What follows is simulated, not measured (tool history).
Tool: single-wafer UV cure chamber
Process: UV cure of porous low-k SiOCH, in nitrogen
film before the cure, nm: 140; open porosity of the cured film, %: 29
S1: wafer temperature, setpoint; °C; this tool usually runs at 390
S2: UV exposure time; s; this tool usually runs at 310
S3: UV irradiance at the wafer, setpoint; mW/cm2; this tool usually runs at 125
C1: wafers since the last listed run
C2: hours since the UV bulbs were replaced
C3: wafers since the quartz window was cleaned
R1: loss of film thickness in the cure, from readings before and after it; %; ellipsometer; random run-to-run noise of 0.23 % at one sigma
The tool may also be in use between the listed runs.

run,hour,S1,S2,S3,C1,C2,C3,R1
1,0.0,390,310,125,0,1836.8,3861,17.565
# hour 1.9: quartz window cleaned
2,33.3,390,310,125,322,1870.1,322,17.872
3,52.4,390,310,125,195,1889.2,518,18.358
4,77.3,390,310,125,255,1914.1,773,18.044
5,163.8,390,310,125,886,2000.6,1660,18.061
6,188.1,390,310,125,249,2024.9,1909,17.845
7,247.4,390,310,125,608,2084.2,2517,17.485
# hour 259.4: UV bulbs replaced
8,271.1,390,310,125,160,11.7,2678,17.700
9,304.3,396,415,162,340,44.9,3019,20.910
10,317.3,384,255,156,133,57.9,3152,17.597
11,337.1,390,310,125,203,77.7,3355,17.326
12,361.6,390,310,125,251,102.2,3606,17.193
# hour 369.7: quartz window cleaned
13,393.7,390,235,125,247,134.3,246,16.709
14,419.2,409,430,96,261,159.8,507,18.841
15,452.6,372,135,125,342,193.2,850,13.252
16,484.2,390,395,144,324,224.8,1174,20.520
17,513.0,377,480,125,295,253.6,1469,20.304

Selected run-to-run steps in R1, each split into two signed amounts: the part the tool would show with no hidden state at all (from settings, incoming material and random variation), and the remainder, which goes to the hidden state together with any gauge scatter not common to the measured and the hidden-state-free results:
What the log doesn't record here: lamp output below its setpoint, %; transmission lost against a clean window, %.
Run 1 -> 2: quartz window cleaned. R1 +0.307 %: hidden state +1.234, all else -0.927.
Run 15 -> 16: S1 372 -> 390, S2 135 -> 395, S3 125 -> 144. R1 +7.268 %: hidden state -0.134, all else +7.402.
